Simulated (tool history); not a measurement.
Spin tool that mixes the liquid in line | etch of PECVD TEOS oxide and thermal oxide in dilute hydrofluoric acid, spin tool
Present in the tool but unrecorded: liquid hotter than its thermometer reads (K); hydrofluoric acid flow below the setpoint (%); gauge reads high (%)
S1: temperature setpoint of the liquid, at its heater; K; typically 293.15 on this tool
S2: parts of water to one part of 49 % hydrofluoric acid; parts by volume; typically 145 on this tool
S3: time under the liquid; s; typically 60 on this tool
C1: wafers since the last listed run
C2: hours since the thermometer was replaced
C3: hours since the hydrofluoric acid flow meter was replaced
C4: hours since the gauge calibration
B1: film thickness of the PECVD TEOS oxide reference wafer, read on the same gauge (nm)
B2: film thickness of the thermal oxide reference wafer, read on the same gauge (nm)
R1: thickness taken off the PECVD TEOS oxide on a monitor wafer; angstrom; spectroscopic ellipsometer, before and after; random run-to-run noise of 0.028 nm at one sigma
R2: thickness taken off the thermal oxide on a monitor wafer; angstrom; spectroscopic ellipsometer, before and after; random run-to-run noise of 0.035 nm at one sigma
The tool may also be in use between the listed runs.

| run | hour | S1 | S2 | S3 | C1 | C2 | C3 | C4 | B1 | B2 | R1 | R2 |
|---|---|---|---|---|---|---|---|---|---|---|---|---|
| 1 | 0 | 293.15 | 125 | 60 | 0 | 1795.6 | 836.9 | 1908.9 | 40.02 | 109.996 | 63.9 | 19.56 |
| 2 | 98.1 | 293.15 | 145 | 60 | 748 | 1893.7 | 935 | 2007 | 40 | 110.003 | 53.3 | 16.53 |
| 3 | 165.4 | 293.15 | 145 | 60 | 513 | 1961 | 1002.3 | 2074.3 | 39.99 | 110.01 | 53.5 | 16.46 |
| 4 | 207.2 | 293.15 | 145 | 60 | 318 | 2002.8 | 1044.1 | 2116.1 | 39.98 | 109.998 | 54.3 | 16.52 |
| 5 | 246 | 293.15 | 110 | 60 | 295 | 2041.6 | 1082.9 | 2154.9 | 40.01 | 110.007 | 73.4 | 22.16 |
| 6 | 291.8 | 293.15 | 145 | 60 | 349 | 2087.4 | 1128.7 | 2200.7 | 40 | 110.006 | 53.6 | 16.04 |
| 7 | 364.6 | 293.15 | 145 | 60 | 555 | 2160.2 | 1201.5 | 2273.5 | 40.01 | 109.996 | 53.9 | 16.24 |
| 8 | 414.7 | 293.15 | 145 | 60 | 382 | 2210.3 | 1251.6 | 2323.6 | 40 | 110.007 | 54 | 16.71 |
| 9 | 462.2 | 293.15 | 85 | 60 | 362 | 2257.8 | 1299.1 | 2371.1 | 40.01 | 110.001 | 98.2 | 30.14 |
| 10 | 550.5 | 293.15 | 180 | 60 | 673 | 2346.1 | 1387.4 | 2459.4 | 40.01 | 110.004 | 41.2 | 12.83 |
|  | 571.1 | gauge calibrated |
| 11 | 637 | 290.65 | 185 | 45 | 659 | 2432.6 | 1473.9 | 65.9 | 40 | 109.972 | 27.4 | 7.98 |
|  | 682.6 | thermometer replaced |
| 12 | 735.1 | 290.15 | 90 | 90 | 740 | 52.5 | 1572 | 164 | 40 | 110.007 | 115.5 | 35.35 |
| 13 | 788.3 | 290.15 | 210 | 35 | 405 | 105.7 | 1625.2 | 217.2 | 39.99 | 109.996 | 17.1 | 5.28 |
| 14 | 882.3 | 294.65 | 130 | 60 | 716 | 199.7 | 1719.2 | 311.2 | 40 | 110 | 60.6 | 18.83 |
| 15 | 957.3 | 295.15 | 125 | 35 | 571 | 274.7 | 1794.2 | 386.2 | 40.01 | 110.013 | 37.9 | 11.61 |
| 16 | 1026 | 295.15 | 125 | 35 | 523 | 343.4 | 1862.9 | 454.9 | 39.99 | 110.005 | 38 | 11.68 |
|  | 1039.9 | hydrofluoric acid flow meter replaced |
| 17 | 1111.4 | 295.65 | 145 | 60 | 643 | 428.8 | 71.5 | 540.3 | 40.01 | 109.996 | 57.8 | 17.52 |
| 18 | 1166.5 | 293.15 | 120 | 60 | 420 | 483.9 | 126.6 | 595.4 | 40.01 | 109.999 | 66.3 | 20.44 |
| 19 | 1256.8 | 297.65 | 145 | 60 | 688 | 574.2 | 216.9 | 685.7 | 40.01 | 110.016 | 62.3 | 19.8 |
| 20 | 1342.1 | 293.15 | 145 | 60 | 650 | 659.5 | 302.2 | 771 | 40.01 | 110.016 | 52.8 | 16.28 |
| 21 | 1550.2 | 293.15 | 145 | 90 | 1586 | 867.6 | 510.3 | 979.1 | 40.01 | 110.001 | 79.5 | 24.26 |
| 22 | 1587 | 293.15 | 145 | 45 | 280 | 904.4 | 547.1 | 1015.9 | 40 | 109.99 | 39.3 | 11.47 |
| 23 | 1661.8 | 293.15 | 145 | 60 | 570 | 979.2 | 621.9 | 1090.7 | 40.01 | 109.997 | 52.8 | 15.53 |
| 24 | 1722 | 290.15 | 185 | 60 | 459 | 1039.4 | 682.1 | 1150.9 | 39.99 | 110.003 | 35.1 | 10.9 |
| 25 | 1793.5 | 296.15 | 175 | 45 | 545 | 1110.9 | 753.6 | 1222.4 | 40.02 | 109.997 | 35.6 | 10.74 |
| 26 | 2076.7 | 295.15 | 100 | 25 | 2159 | 1394.1 | 1036.8 | 1505.6 | 40 | 109.999 | 36.6 | 11.61 |

Predict each of these 4 candidate next runs independently; none follows another, all start after run 26:
| A | 2077.1 | 293.15 | 145 | 60 | 3 | 1394.5 | 1037.2 | 1506 | ? | ? | ? | ? |
| B | 2077.1 | 295.15 | 145 | 60 | 3 | 1394.5 | 1037.2 | 1506 | ? | ? | ? | ? |
| C | 2077.1 | 297.15 | 120 | 50 | 3 | 1394.5 | 1037.2 | 1506 | ? | ? | ? | ? |
| D | 2077.1 | 295.15 | 145 | 70 | 3 | 1394.5 | 1037.2 | 1506 | ? | ? | ? | ? |

| run | B1 | B2 | R1 | R2 |
|---|---|---|---|---|
| A | 40 | 110.028 | 53.1 | 16.06 |
| B | 40 | 110.028 | 57.4 | 17.37 |
| C | 40 | 110.028 | 64.4 | 19.46 |
| D | 40 | 110.028 | 67 | 20.26 |
With no hidden state in the tool, these same runs would have given:
| run | R1 | R2 |
|---|---|---|
| A | 52.4 | 15.86 |
| B | 56.8 | 17.17 |
| C | 63.6 | 19.23 |
| D | 66.2 | 20.03 |
